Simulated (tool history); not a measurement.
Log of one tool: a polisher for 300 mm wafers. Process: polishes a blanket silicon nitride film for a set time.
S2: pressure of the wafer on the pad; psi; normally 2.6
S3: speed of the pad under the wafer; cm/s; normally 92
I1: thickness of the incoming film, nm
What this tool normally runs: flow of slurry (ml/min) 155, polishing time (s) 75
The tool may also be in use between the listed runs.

Run 1, hour 0: usual settings; I1 368.9. Result: film removed (nm) 84.3.
Run 2, hour 33.8: usual settings; I1 363.7. Result: film removed (nm) 83.5.
Run 3, hour 65.8: usual settings; I1 371. Result: film removed (nm) 81.5.
At hour 82.2: slurry nozzle cleaned.
Run 4, hour 83.1: usual settings but S3 112 cm/s; I1 372.1. Result: film removed (nm) 95.2.
At hour 120.8: worn pad replaced by a new one.
Run 5, hour 121.3: usual settings but S3 112 cm/s; I1 369.9. Result: film removed (nm) 101.7.
Run 6, hour 153.1: usual settings but S3 112 cm/s; I1 372.9. Result: film removed (nm) 99.
Run 7, hour 180.5: usual settings but polishing time (s) 86; I1 364.8. Result: film removed (nm) 95.3.
Run 8, hour 209.2: usual settings; I1 367. Result: film removed (nm) 82.9.
Run 9, hour 230.3: usual settings; I1 376.6. Result: film removed (nm) 81.8.
Run 10, hour 244.6: usual settings but flow of slurry (ml/min) 135, polishing time (s) 91; I1 376.8. Result: film removed (nm) 95.1.
Run 11, hour 261: usual settings but flow of slurry (ml/min) 135, polishing time (s) 91; I1 369. Result: film removed (nm) 95.5.
Run 12, hour 290.2: usual settings but flow of slurry (ml/min) 115; I1 371.4. Result: film removed (nm) 75.5.
At hour 312.3: worn pad replaced by a new one.
Run 13, hour 323.6: usual settings; I1 373.2. Result: film removed (nm) 84.2.
Run 14, hour 359.6: usual settings; I1 368.3. Result: film removed (nm) 84.
Run 15, hour 385.4: usual settings; I1 371.5. Result: film removed (nm) 82.4.
Run 16, hour 412.2: usual settings; I1 367.8. Result: film removed (nm) 80.
Run 17, hour 456.9: usual settings but flow of slurry (ml/min) 130, S2 1.8 psi; I1 367.4. Result: film removed (nm) 57.1.
Run 18, hour 479.2: usual settings but flow of slurry (ml/min) 130, S2 1.8 psi; I1 369.4. Result: film removed (nm) 57.
Run 19, hour 494: usual settings but S3 112 cm/s; I1 374.7. Result: film removed (nm) 90.
At hour 496.9: head pressure recalibrated.
At hour 500.2: worn pad replaced by a new one.
Run 20, hour 517.7: usual settings but flow of slurry (ml/min) 120, S2 1.8 psi; I1 366.7. Result: film removed (nm) 64.7.
At hour 522.4: slurry nozzle cleaned.
Run 21, hour 532.4: usual settings but polishing time (s) 67; I1 369.1. Result: film removed (nm) 80.6.
Run 22, hour 556.9: usual settings but flow of slurry (ml/min) 200, S2 3.3 psi, S3 80 cm/s; I1 372.7. Result: film removed (nm) 100.5.
Run 23, hour 584.3: usual settings but flow of slurry (ml/min) 110, S2 3 psi, S3 78 cm/s, polishing time (s) 55; I1 372.8. Result: film removed (nm) 59.6.
Run 24, hour 614.5: usual settings but S2 1.9 psi, S3 116 cm/s; I1 370. Result: film removed (nm) 80.6.
Run 25, hour 637.7: usual settings; I1 372.2. Result: film removed (nm) 85.9.
At hour 653.7: worn pad replaced by a new one.
Run 26, hour 665.7: usual settings; I1 370.4. Result: film removed (nm) 88.6.
Run 27, hour 697.3: usual settings; I1 371.1. Result: film removed (nm) 88.2.
Run 28, hour 723.7: usual settings but S3 76 cm/s; I1 372.9. Result: film removed (nm) 73.4.
Run 29, hour 758.9: usual settings but flow of slurry (ml/min) 170, polishing time (s) 85; I1 365.7. Result: film removed (nm) 96.4.
Run 30, hour 771.1: usual settings but flow of slurry (ml/min) 200, S3 118 cm/s, polishing time (s) 92; I1 371.3. Result: film removed (nm) 129.9.
Run 31, hour 791.6: usual settings; I1 368.1. Result: film removed (nm) 82.9.
At hour 810.6: worn pad replaced by a new one.
Run 32, hour 811.1: usual settings but flow of slurry (ml/min) 190, S3 76 cm/s; I1 369.6. Result: film removed (nm) 78.8.
Run 33, hour 833.5: usual settings but S2 2.3 psi, S3 80 cm/s; I1 375. Result: film removed (nm) 71.6.

Same runs, no hidden state in the tool, same run-to-run variation:
What the log doesn't record here: removal rate lost through wear of the pad, %; slurry flow missing at the pad, %; deviation of the head's pressure from its setpoint, %.
run  film removed (nm)
  1               90.3
  2               91.1
  3               90.4
  4              106.6
  5              108.1
  6              106.9
  7              104.4
  8               92.2
  9                 92
 10              107.8
 11              109.2
 12               87.7
 13               90.7
 14               92.1
 15               91.6
 16               90.2
 17                 66
 18               66.7
 19              106.1
 20               65.3
 21                 82
 22              103.5
 23               62.3
 24               85.6
 25               92.3
 26               91.6
 27               92.7
 28               78.2
 29              104.7
 30              141.9
 31               91.7
 32               80.9
 33               74.4

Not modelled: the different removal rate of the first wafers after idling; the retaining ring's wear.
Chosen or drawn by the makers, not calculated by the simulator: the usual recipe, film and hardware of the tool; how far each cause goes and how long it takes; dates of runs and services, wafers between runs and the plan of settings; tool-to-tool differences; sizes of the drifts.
